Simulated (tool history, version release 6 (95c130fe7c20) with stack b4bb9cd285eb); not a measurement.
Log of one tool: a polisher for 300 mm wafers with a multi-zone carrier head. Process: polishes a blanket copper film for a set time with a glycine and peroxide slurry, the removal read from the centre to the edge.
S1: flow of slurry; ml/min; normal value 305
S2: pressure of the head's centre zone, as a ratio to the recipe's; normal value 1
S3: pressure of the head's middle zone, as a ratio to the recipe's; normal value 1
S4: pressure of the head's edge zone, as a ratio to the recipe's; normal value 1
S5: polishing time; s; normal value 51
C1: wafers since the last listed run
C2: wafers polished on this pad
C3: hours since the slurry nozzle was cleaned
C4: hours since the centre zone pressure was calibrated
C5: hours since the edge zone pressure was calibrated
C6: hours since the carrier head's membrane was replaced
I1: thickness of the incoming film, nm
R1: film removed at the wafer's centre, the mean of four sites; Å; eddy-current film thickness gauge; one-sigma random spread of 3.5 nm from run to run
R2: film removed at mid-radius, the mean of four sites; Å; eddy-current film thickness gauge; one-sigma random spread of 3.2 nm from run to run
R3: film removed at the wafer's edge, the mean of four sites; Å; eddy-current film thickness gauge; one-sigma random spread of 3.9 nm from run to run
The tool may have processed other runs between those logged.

| run | day | S1 | S2 | S3 | S4 | S5 | C1 | C2 | C3 | C4 | C5 | C6 | I1 | R1 | R2 | R3 |
|---|---|---|---|---|---|---|---|---|---|---|---|---|---|---|---|---|
| 1 | 0 | 305 | 0.94 | 1 | 1 | 51 | 0 | 3008 | 404 | 1022 | 113.1 | 514.4 | 1698.9 | 2323 | 2631 | 2649 |
|  | 2.308 | centre zone pressure recalibrated |
| 2 | 2.542 | 305 | 1 | 1 | 1 | 51 | 755 | 3763 | 465 | 5.6 | 174.1 | 575.4 | 1680.3 | 2634 | 2651 | 2642 |
|  | 4.525 | worn pad replaced by a new one |
| 3 | 5.579 | 305 | 1 | 1 | 1 | 51 | 881 | 323 | 537.9 | 78.5 | 247 | 648.3 | 1740.1 | 2551 | 2622 | 2663 |
| 4 | 7.617 | 305 | 1 | 1 | 1 | 51 | 625 | 949 | 586.8 | 127.4 | 295.9 | 697.2 | 1692.9 | 2622 | 2646 | 2636 |
| 5 | 9.925 | 305 | 1 | 1 | 1 | 51 | 709 | 1658 | 642.2 | 182.8 | 351.3 | 752.6 | 1693 | 2471 | 2669 | 2604 |
| 6 | 13.142 | 305 | 1 | 1 | 1 | 51 | 988 | 2646 | 719.4 | 260 | 428.5 | 829.8 | 1694.6 | 2530 | 2641 | 2731 |
|  | 16.921 | edge zone pressure recalibrated |
| 7 | 17.008 | 305 | 1 | 0.94 | 1 | 51 | 1162 | 3809 | 812.2 | 352.8 | 2.1 | 922.6 | 1738.7 | 2401 | 2479 | 2747 |
|  | 17.283 | worn pad replaced by a new one |
|  | 18.958 | slurry nozzle cleaned |
| 8 | 20.954 | 305 | 1 | 0.94 | 1 | 51 | 1148 | 1114 | 47.9 | 447.5 | 96.8 | 1017.3 | 1694 | 2478 | 2523 | 2613 |
| 9 | 24.512 | 305 | 1 | 1 | 1 | 51 | 1093 | 2207 | 133.3 | 532.9 | 182.2 | 1102.7 | 1709.3 | 2456 | 2692 | 2696 |
| 10 | 28.867 | 305 | 1.06 | 1 | 1 | 51 | 1337 | 3545 | 237.8 | 637.4 | 286.7 | 1207.2 | 1684.6 | 2507 | 2657 | 2644 |
|  | 30.992 | worn pad replaced by a new one |
| 11 | 32.846 | 305 | 1 | 1 | 1 | 51 | 1171 | 569 | 333.3 | 732.9 | 382.2 | 1302.7 | 1711.3 | 2431 | 2667 | 2696 |
| 12 | 34.658 | 410 | 0.93 | 1 | 1.04 | 69 | 556 | 1126 | 376.8 | 776.4 | 425.7 | 1346.2 | 1704.6 | 3176 | 3632 | 3703 |
| 13 | 37.254 | 355 | 0.92 | 1.08 | 1 | 39 | 797 | 1923 | 439.1 | 838.7 | 488 | 1408.5 | 1706.3 | 1727 | 2186 | 2098 |
|  | 39.996 | centre zone pressure recalibrated |
| 14 | 41.112 | 305 | 1 | 1 | 1 | 51 | 1159 | 3083 | 531.7 | 26.8 | 580.6 | 1501.1 | 1708.6 | 2562 | 2637 | 2712 |
|  | 41.912 | carrier head's membrane replaced by a new one |
|  | 43.925 | edge zone pressure recalibrated |
|  | 44.275 | worn pad replaced by a new one |
| 15 | 45.533 | 305 | 1.04 | 1 | 1 | 61 | 1217 | 386 | 637.8 | 132.9 | 38.6 | 86.9 | 1681.3 | 3198 | 3166 | 3183 |
|  | 47.188 | slurry nozzle cleaned |
| 16 | 49.025 | 305 | 1 | 1 | 0.96 | 51 | 1059 | 1446 | 44.1 | 216.7 | 122.4 | 170.7 | 1679.3 | 2601 | 2622 | 2598 |
| 17 | 53.271 | 360 | 0.9 | 0.91 | 1 | 68 | 1304 | 2750 | 146 | 318.6 | 224.3 | 272.6 | 1695.5 | 3016 | 3220 | 3541 |
| 18 | 55.662 | 305 | 1.12 | 0.97 | 1 | 51 | 734 | 3485 | 203.4 | 376 | 281.7 | 330 | 1694.2 | 2769 | 2547 | 2655 |
| 19 | 58.092 | 270 | 1 | 1 | 0.9 | 51 | 746 | 4231 | 261.7 | 434.3 | 340 | 388.3 | 1726.6 | 2479 | 2637 | 2558 |
|  | 59.354 | worn pad replaced by a new one |
| 20 | 61.2 | 345 | 1 | 1.07 | 0.89 | 37 | 903 | 567 | 336.3 | 508.9 | 414.6 | 462.9 | 1711.6 | 1819 | 2027 | 1890 |
| 21 | 65.262 | 305 | 1.04 | 1 | 1 | 61 | 1247 | 1815 | 433.8 | 606.4 | 512.1 | 560.4 | 1731.1 | 3066 | 3128 | 3250 |

5 ways to go on from here, each from the tool as it stands after run 21. What would each give?
| A | 65.279 | 305 | 1 | 1 | 1 | 51 | 5 | 1820 | 434.2 | 606.8 | 512.5 | 560.8 | 1700.5 | ? | ? | ? |
| B | 65.279 | 350 | 1 | 1 | 0.97 | 51 | 5 | 1820 | 434.2 | 606.8 | 512.5 | 560.8 | 1700.5 | ? | ? | ? |
| C | 65.279 | 385 | 1.07 | 0.9 | 1 | 60 | 5 | 1820 | 434.2 | 606.8 | 512.5 | 560.8 | 1700.5 | ? | ? | ? |
| D | 65.279 | 305 | 1 | 0.91 | 1.1 | 51 | 5 | 1820 | 434.2 | 606.8 | 512.5 | 560.8 | 1700.5 | ? | ? | ? |
| E | 65.279 | 245 | 1 | 1 | 0.93 | 60 | 5 | 1820 | 434.2 | 606.8 | 512.5 | 560.8 | 1700.5 | ? | ? | ? |

| run | R1 | R2 | R3 |
|---|---|---|---|
| A | 2441 | 2597 | 2700 |
| B | 2468 | 2623 | 2688 |
| C | 3097 | 2842 | 3221 |
| D | 2439 | 2399 | 2812 |
| E | 2817 | 3003 | 3046 |
With the hidden condition removed and each run's random variation left untouched, the same runs would have given:
| run | R1 | R2 | R3 |
|---|---|---|---|
| A | 2595 | 2596 | 2700 |
| B | 2623 | 2622 | 2688 |
| C | 3292 | 2841 | 3221 |
| D | 2593 | 2398 | 2812 |
| E | 2995 | 3002 | 3046 |

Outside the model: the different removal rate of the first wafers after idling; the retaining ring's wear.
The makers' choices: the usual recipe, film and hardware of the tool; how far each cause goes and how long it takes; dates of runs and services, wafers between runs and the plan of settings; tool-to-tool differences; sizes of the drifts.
